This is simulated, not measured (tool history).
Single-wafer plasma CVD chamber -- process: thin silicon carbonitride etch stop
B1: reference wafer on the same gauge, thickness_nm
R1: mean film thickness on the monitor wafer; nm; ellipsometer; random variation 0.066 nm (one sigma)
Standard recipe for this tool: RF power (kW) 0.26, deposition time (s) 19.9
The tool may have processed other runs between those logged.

Run 1, day 0: usual settings; B1 14.809. Result: R1 13.685 nm.
Run 2, day 1.112: usual settings; B1 14.816. Result: R1 13.691 nm.
Run 3, day 3.696: usual settings; B1 14.814. Result: R1 13.605 nm.
Run 4, day 5.288: usual settings; B1 14.793. Result: R1 13.641 nm.
Run 5, day 6.483: usual settings; B1 14.829. Result: R1 13.519 nm.
Run 6, day 7.758: usual settings; B1 14.805. Result: R1 13.639 nm.
Run 7, day 9.546: usual settings; B1 14.781. Result: R1 13.653 nm.
Run 8, day 11.775: usual settings; B1 14.78. Result: R1 13.585 nm.
Run 9, day 13.533: usual settings but RF power (kW) 0.235, deposition time (s) 21.6; B1 14.789. Result: R1 14.205 nm.
Run 10, day 15.371: usual settings but RF power (kW) 0.235, deposition time (s) 21.6; B1 14.834. Result: R1 14.33 nm.
Run 11, day 16.688: usual settings; B1 14.814. Result: R1 13.574 nm.
Run 12, day 18.217: usual settings; B1 14.791. Result: R1 13.502 nm.
Run 13, day 19.908: usual settings; B1 14.812. Result: R1 13.454 nm.
Run 14, day 20.975: usual settings but RF power (kW) 0.29; B1 14.824. Result: R1 13.856 nm.
Run 15, day 23.208: usual settings but RF power (kW) 0.29; B1 14.814. Result: R1 13.952 nm.
At day 24.617: RF generator calibrated.
At day 25.346: thermocouple changed; heater temperature recalibrated.
Run 16, day 25.675: usual settings but RF power (kW) 0.29; B1 14.798. Result: R1 14.235 nm.
At day 25.988: gauge calibrated.
Run 17, day 27.846: usual settings; B1 14.824. Result: R1 13.833 nm.
Run 18, day 29.658: usual settings; B1 14.798. Result: R1 13.561 nm.
Run 19, day 31.004: usual settings; B1 14.811. Result: R1 13.729 nm.
Run 20, day 33.7: usual settings but RF power (kW) 0.245, deposition time (s) 21.3; B1 14.817. Result: R1 14.377 nm.
At day 34.45: showerhead replaced.
Run 21, day 34.804: usual settings but RF power (kW) 0.235, deposition time (s) 21.8; B1 14.786. Result: R1 14.534 nm.
Run 22, day 36.212: usual settings but RF power (kW) 0.23, deposition time (s) 17.2; B1 14.793. Result: R1 11.444 nm.
Run 23, day 44.383: usual settings but RF power (kW) 0.3; B1 14.805. Result: R1 14.151 nm.
Run 24, day 45.65: usual settings but RF power (kW) 0.215, deposition time (s) 16.1; B1 14.809. Result: R1 10.437 nm.
Run 25, day 53.925: usual settings but deposition time (s) 17.9; B1 14.794. Result: R1 12.269 nm.
Run 26, day 56.15: usual settings but RF power (kW) 0.24, deposition time (s) 21.3; B1 14.803. Result: R1 14.238 nm.
Run 27, day 57.208: usual settings but RF power (kW) 0.235, deposition time (s) 18.1; B1 14.793. Result: R1 12.002 nm.
Run 28, day 59.862: usual settings but RF power (kW) 0.23; B1 14.751. Result: R1 13.031 nm.
Run 29, day 61.958: usual settings; B1 14.781. Result: R1 13.554 nm.
Run 30, day 64.546: usual settings but RF power (kW) 0.305; B1 14.805. Result: R1 14.169 nm.
Run 31, day 65.75: usual settings but RF power (kW) 0.28; B1 14.798. Result: R1 13.78 nm.
Run 32, day 67.471: usual settings; B1 14.803. Result: R1 13.444 nm.
Run 33, day 69.646: usual settings but RF power (kW) 0.275, deposition time (s) 16.8; B1 14.828. Result: R1 11.551 nm.
At day 70.979: RF generator calibrated.
Run 34, day 71: usual settings but RF power (kW) 0.235; B1 14.809. Result: R1 13.309 nm.
Run 35, day 72.433: usual settings but RF power (kW) 0.305; B1 14.775. Result: R1 14.307 nm.

Selected run-to-run steps in R1, each split into two signed amounts: the part the tool would show with no hidden state at all (from settings, incoming material and random variation), and the remainder, which goes to the hidden state together with any gauge scatter not common to the measured and the hidden-state-free results:
Unlogged tool condition in this case: wafer temperature above the value expected at the setpoint (K); delivered RF power above the setpoint (%); gauge reads high (%).
Run 15 -> 16: RF generator calibrated, thermocouple changed; heater temperature recalibrated. R1 +0.283 nm: hidden state +0.252, all else +0.031.
Run 21 -> 22: RF power (kW) 0.235 -> 0.23, deposition time (s) 21.8 -> 17.2. R1 -3.09 nm: hidden state +0.006, all else -3.096.
Run 22 -> 23: RF power (kW) 0.23 -> 0.3, deposition time (s) 17.2 -> 19.9. R1 +2.707 nm: hidden state -0.044, all else +2.751.
Run 23 -> 24: RF power (kW) 0.3 -> 0.215, deposition time (s) 19.9 -> 16.1. R1 -3.714 nm: hidden state +0.016, all else -3.73.
Run 24 -> 25: RF power (kW) 0.215 -> 0.26, deposition time (s) 16.1 -> 17.9. R1 +1.832 nm: hidden state -0.062, all else +1.894.
Run 33 -> 34: RF power (kW) 0.275 -> 0.235, deposition time (s) 16.8 -> 19.9, RF generator calibrated. R1 +1.758 nm: hidden state +0.242, all else +1.516.
